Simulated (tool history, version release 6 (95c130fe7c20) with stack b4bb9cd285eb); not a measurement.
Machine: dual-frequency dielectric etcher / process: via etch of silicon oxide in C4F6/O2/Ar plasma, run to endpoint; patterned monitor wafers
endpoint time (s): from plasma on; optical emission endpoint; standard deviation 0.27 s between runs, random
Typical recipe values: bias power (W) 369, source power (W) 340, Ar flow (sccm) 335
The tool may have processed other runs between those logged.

run    day  bias power (W)  source power (W)  Ar flow (sccm)  incoming incoming film thickness, nm  endpoint time (s)
  1      0             369               380             335                                 128.8               30.3
  2  0.683             369               380             335                                   128               30.2
  3  1.254             369               320             335                                 129.7               33.2
  4  1.967             369               340             335                                 128.5               32.3
  5  2.496             369               340             335                                 128.6               32.6
  6  2.979             369               340             335                                 128.2               31.6
  7  3.233             369               340             335                                 128.9               32.4
  8  3.808             369               340             335                                 128.9               32.1
  9  4.267             369               340             335                                   130               32.4
       4.7  -- bias power generator calibrated
     5.271  -- wet clean of the chamber
     5.483  -- Ar flow controller replaced
 10  5.504             369               340             253                                   129               30.7
 11  5.517             369               340             335                                 128.5               32.2
     5.746  -- source power generator calibrated
     6.529  -- upper electrode replaced
 12   6.55             441               340             335                                 129.5               29.6
 13  6.562             369               380             298                                   130               30.6

Run 14, settings as shown, results not yet in. Your forecast:
 14  6.575             288               380             335                                 127.8                  ?

{"run 14": {"endpoint time (s)": 34}}
Minus the tool's unlogged condition, the same run would have read endpoint time (s) 34.

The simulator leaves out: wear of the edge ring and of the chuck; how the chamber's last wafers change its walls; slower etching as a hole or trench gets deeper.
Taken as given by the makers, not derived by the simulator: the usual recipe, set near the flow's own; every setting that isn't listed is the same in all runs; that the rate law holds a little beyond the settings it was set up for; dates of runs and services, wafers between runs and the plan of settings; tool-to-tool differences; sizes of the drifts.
